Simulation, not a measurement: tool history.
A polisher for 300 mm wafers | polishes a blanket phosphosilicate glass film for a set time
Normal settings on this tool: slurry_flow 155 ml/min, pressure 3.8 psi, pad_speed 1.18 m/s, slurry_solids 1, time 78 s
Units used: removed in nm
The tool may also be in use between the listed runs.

run,hour,slurry_flow,pressure,pad_speed,slurry_solids,time,wafers since the last listed run,wafers polished on this pad,hours since the slurry nozzle was cleaned,hours since the head pressure was calibrated,hours since the slurry blender was calibrated,hours since the conditioning disc was replaced,"incoming thickness of the incoming film, nm",removed
1,0,155,3.8,1.18,1,78,0,363,214.7,735.6,81.4,41.7,3141.1,791.2
2,97,155,3.8,1.18,1,78,999,1362,311.7,832.6,178.4,138.7,3195.1,768.1
# hour 115.3: worn pad replaced by a new one
3,123.5,155,3.8,1.18,1,78,231,84,338.2,859.1,204.9,165.2,3130.5,776.5
# hour 129.5: slurry nozzle cleaned
4,149,155,3.8,1.18,1,78,252,336,19.5,884.6,230.4,190.7,3203,814.9
# hour 212.7: slurry blender recalibrated
# hour 248.2: worn pad replaced by a new one
5,254.3,155,3.8,1.18,1,78,1022,62,124.8,989.9,41.6,296,3167.5,810.7
6,287.3,155,3.8,1.18,1,78,339,402,157.8,1022.9,74.6,329,3201.3,802.1
7,318.3,155,3.8,1.18,1,78,319,722,188.8,1053.9,105.6,360,3153.7,801.1
8,337.3,155,3.8,1.18,1,78,195,917,207.8,1072.9,124.6,379,3176.7,819.6
# hour 339.5: conditioning disc replaced and pad reconditioned
# hour 374.2: worn pad replaced by a new one
9,374.7,155,3.8,1.18,1,78,323,5,245.2,1110.3,162,35.2,3122,776.6
10,393.3,155,3.8,1.18,1,78,191,196,263.8,1128.9,180.6,53.8,3206.8,806.3
11,405.9,155,3.8,1.18,1,78,129,326,276.4,1141.5,193.2,66.4,3150.5,789.7
# hour 427.6: head pressure recalibrated
12,441.8,110,3.8,1.18,1,78,349,675,312.3,14.2,229.1,102.3,3144.4,721.4
13,476.8,155,3.3,1.18,1,78,360,1036,347.3,49.2,264.1,137.3,3176.5,666.1
14,499.9,155,3.8,1.18,1.1,104,237,1274,370.4,72.3,287.2,160.4,3165.3,1042.3
# hour 505: slurry blender recalibrated
# hour 518.1: worn pad replaced by a new one
15,522.8,155,3.8,0.8,1,78,174,48,393.3,95.2,17.8,183.3,3212.2,573.2
# hour 543.7: slurry nozzle cleaned
16,544.2,155,3.3,0.86,0.7,78,210,258,0.5,116.6,39.2,204.7,3146,506.5
17,570.1,155,3.8,1.18,1,78,266,525,26.4,142.5,65.1,230.6,3144.5,820.9
18,604.1,155,3.8,1.18,1,78,350,875,60.4,176.5,99.1,264.6,3107.4,810.3
19,624,155,4.3,1.18,0.8,104,204,1080,80.3,196.4,119,284.5,3179.1,1144.5
20,659.6,155,2.9,1.18,1,78,366,1447,115.9,232,154.6,320.1,3163.3,617
# hour 682.2: worn pad replaced by a new one
21,692.3,175,3.8,1.18,1,78,295,103,148.6,264.7,187.3,352.8,3199,826.8
22,711.1,155,2.8,1.18,1,78,193,297,167.4,283.5,206.1,371.6,3134.8,597.7
23,726.2,155,3.8,1.18,1,78,155,453,182.5,298.6,221.2,386.7,3156.2,791.3

A few steps of removed between consecutive runs. Split each: what settings, incoming material and random variation would produce without the hidden state, and what is left over for the hidden state, along with gauge scatter present in only one of the two compared results (measured, and without hidden state):
Hidden conditions of the tool in this case: removal rate lost through wear of the pad, %; slurry flow missing at the pad, %; deviation of the head's pressure from its setpoint, %; abrasive missing from the slurry, %; time polished since the conditioner stopped cutting, s.
Run 3 -> 4: slurry nozzle cleaned. removed +38.4 nm: hidden state +48.7, all else -10.3.
Run 14 -> 15: pad_speed 1.18 -> 0.8, slurry_solids 1.1 -> 1, time 104 -> 78, slurry blender recalibrated, worn pad replaced by a new one. removed -469.1 nm: hidden state +28.2, all else -497.3.
Run 15 -> 16: pressure 3.8 -> 3.3, pad_speed 0.8 -> 0.86, slurry_solids 1 -> 0.7, slurry nozzle cleaned. removed -66.7 nm: hidden state +51.1, all else -117.8.
Run 19 -> 20: pressure 4.3 -> 2.9, slurry_solids 0.8 -> 1, time 104 -> 78. removed -527.5 nm: hidden state +1, all else -528.5.
